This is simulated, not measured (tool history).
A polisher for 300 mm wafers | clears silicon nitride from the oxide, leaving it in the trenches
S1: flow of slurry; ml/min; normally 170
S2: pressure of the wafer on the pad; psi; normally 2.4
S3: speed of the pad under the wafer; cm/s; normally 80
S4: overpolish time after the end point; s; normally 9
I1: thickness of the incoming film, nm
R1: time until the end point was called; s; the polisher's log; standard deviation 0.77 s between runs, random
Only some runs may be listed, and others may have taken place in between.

Run 1, day 0: usual settings but S1 135 ml/min; I1 55.4. Result: R1 105.2 s.
At day 2.221: slurry nozzle cleaned.
At day 3.083: worn pad replaced by a new one.
Run 2, day 4.3: usual settings; I1 55.2. Result: R1 93.3 s.
At day 6.05: head pressure recalibrated.
Run 3, day 6.071: usual settings but S1 190 ml/min; I1 55.7. Result: R1 92.9 s.
Run 4, day 9.817: usual settings but S1 190 ml/min; I1 55.6. Result: R1 93.8 s.
Run 5, day 11.667: usual settings but S1 215 ml/min; I1 54.7. Result: R1 92.8 s.
Run 6, day 15.342: usual settings but S1 215 ml/min; I1 55.6. Result: R1 96.2 s.
Run 7, day 18.762: usual settings but S1 215 ml/min; I1 55. Result: R1 96 s.
Run 8, day 20.85: usual settings; I1 56. Result: R1 102.2 s.
Run 9, day 22.671: usual settings; I1 55.1. Result: R1 100.2 s.
Run 10, day 26.25: usual settings; I1 54.6. Result: R1 102.6 s.
At day 27.583: slurry nozzle cleaned.
Run 11, day 28.521: usual settings but S2 2.1 psi; I1 54.6. Result: R1 116.7 s.
At day 29.633: head pressure recalibrated.
At day 30.912: worn pad replaced by a new one.
Run 12, day 31.65: usual settings but S2 2.1 psi; I1 55.2. Result: R1 105.7 s.
Run 13, day 34.883: usual settings but S3 72 cm/s; I1 55.8. Result: R1 103.3 s.
Run 14, day 38.021: usual settings but S3 72 cm/s; I1 54.6. Result: R1 102.8 s.
Run 15, day 39.55: usual settings; I1 54.2. Result: R1 95.5 s.
Run 16, day 41.229: usual settings; I1 54.6. Result: R1 94.6 s.
Run 17, day 43.554: usual settings; I1 55.6. Result: R1 98.5 s.
Run 18, day 45.95: usual settings but S1 215 ml/min, S2 1.9 psi, S3 98 cm/s, S4 11 s; I1 54.5. Result: R1 98.5 s.
At day 52.054: worn pad replaced by a new one.
At day 52.617: head pressure recalibrated.
At day 53.688: slurry nozzle cleaned.
Run 19, day 54.704: usual settings; I1 55. Result: R1 94.3 s.
Run 20, day 57.867: usual settings but S1 115 ml/min, S3 92 cm/s; I1 54.6. Result: R1 92.7 s.
Run 21, day 61.283: usual settings but S1 185 ml/min, S2 2.9 psi, S3 98 cm/s, S4 12 s; I1 54.7. Result: R1 67.6 s.
Run 22, day 63.75: usual settings but S1 230 ml/min, S3 102 cm/s; I1 55.3. Result: R1 76.9 s.
Run 23, day 68.146: usual settings; I1 55. Result: R1 98.7 s.
Run 24, day 70.496: usual settings but S1 215 ml/min; I1 54.6. Result: R1 97.1 s.
Run 25, day 72.417: usual settings; I1 54.7. Result: R1 102.8 s.
Run 26, day 75.521: usual settings but S1 195 ml/min; I1 55. Result: R1 101.9 s.
At day 76.321: head pressure recalibrated.
At day 77.117: worn pad replaced by a new one.
Run 27, day 78.05: usual settings but S2 1.9 psi; I1 54.4. Result: R1 111.6 s.
Run 28, day 80.429: usual settings; I1 55.6. Result: R1 94.6 s.
Run 29, day 84.325: usual settings but S2 1.7 psi; I1 55.5. Result: R1 131.3 s.
At day 86.2: slurry nozzle cleaned.
Run 30, day 86.3: usual settings; I1 55.3. Result: R1 97.2 s.
Run 31, day 90.288: usual settings but S1 150 ml/min, S2 1.6 psi, S3 104 cm/s, S4 7 s; I1 53.9. Result: R1 111.5 s.
Run 32, day 94.779: usual settings; I1 54. Result: R1 96.7 s.
At day 97.821: worn pad replaced by a new one.
Run 33, day 98.942: usual settings but S1 125 ml/min, S2 3 psi; I1 54.2. Result: R1 79.6 s.
Run 34, day 101.633: usual settings but S1 225 ml/min, S2 3.2 psi, S4 11 s; I1 55.2. Result: R1 69.9 s.
At day 105.275: head pressure recalibrated.
Run 35, day 105.921: usual settings but S1 150 ml/min; I1 54.9. Result: R1 98.9 s.
Run 36, day 108.9: usual settings but S1 130 ml/min, S2 2 psi, S3 72 cm/s, S4 14 s; I1 54.3. Result: R1 126.5 s.
Run 37, day 113.1: usual settings but S2 2.8 psi, S3 100 cm/s, S4 12 s; I1 54.4. Result: R1 71.7 s.

Alternative continuations, all from the tool just after run 37; predict every row:
Run A, day 113.121: usual settings but S4 12 s; I1 54.9. Result: R1 ?.
Run B, day 113.121: usual settings but S1 225 ml/min, S3 58 cm/s, S4 6 s; I1 54.9. Result: R1 ?.
Run C, day 113.121: usual settings but S3 56 cm/s, S4 5 s; I1 54.9. Result: R1 ?.

run     R1
  A     98
  B  120.9
  C  129.3
Without the tool's hidden state the same runs would have given:
run     R1
  A   90.9
  B  112.2
  C  119.9
